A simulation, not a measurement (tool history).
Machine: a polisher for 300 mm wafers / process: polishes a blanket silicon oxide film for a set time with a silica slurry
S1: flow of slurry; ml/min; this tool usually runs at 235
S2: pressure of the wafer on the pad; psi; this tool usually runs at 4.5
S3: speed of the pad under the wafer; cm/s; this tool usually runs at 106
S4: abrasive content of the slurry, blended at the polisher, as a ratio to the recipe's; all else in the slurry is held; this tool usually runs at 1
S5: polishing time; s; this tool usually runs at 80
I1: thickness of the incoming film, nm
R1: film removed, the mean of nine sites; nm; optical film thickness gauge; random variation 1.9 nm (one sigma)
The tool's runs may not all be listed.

run,hour,S1,S2,S3,S4,S5,I1,R1
1,0.0,235,4.5,106,1,80,1167.4,220.0
2,58.9,260,4.5,106,1,80,1154.5,214.4
3,113.6,260,4.5,106,1,80,1158.1,207.5
# hour 137.2: worn pad replaced by a new one
4,153.9,260,4.5,106,1,80,1141.3,231.2
5,216.7,235,4.5,106,1,80,1137.0,217.9
# hour 249.9: slurry blender recalibrated
6,286.4,235,4.5,106,1,80,1143.1,216.0
7,338.4,235,4.5,106,1,80,1137.2,204.6
# hour 364.5: conditioning disc replaced and pad reconditioned
8,367.3,180,4.5,106,1,80,1138.8,194.7
# hour 377.9: worn pad replaced by a new one
9,397.6,235,4.5,106,1,80,1153.0,223.5
# hour 416.1: slurry nozzle cleaned
10,460.1,235,4.5,106,1,80,1149.8,217.4
# hour 495.3: slurry blender recalibrated
11,527.5,235,4.5,106,1,80,1170.5,207.1
12,561.7,235,4.5,106,1,80,1161.5,208.8
# hour 590.7: worn pad replaced by a new one
13,632.9,235,4.9,70,1,80,1156.0,172.4

The next listed run, before its measurement:
14,698.4,310,4.5,68,1,80,1144.9,?

{"run 14": {"R1": 159.7}}
Had the tool carried no hidden state, the very same run would have given R1 168.8 nm.

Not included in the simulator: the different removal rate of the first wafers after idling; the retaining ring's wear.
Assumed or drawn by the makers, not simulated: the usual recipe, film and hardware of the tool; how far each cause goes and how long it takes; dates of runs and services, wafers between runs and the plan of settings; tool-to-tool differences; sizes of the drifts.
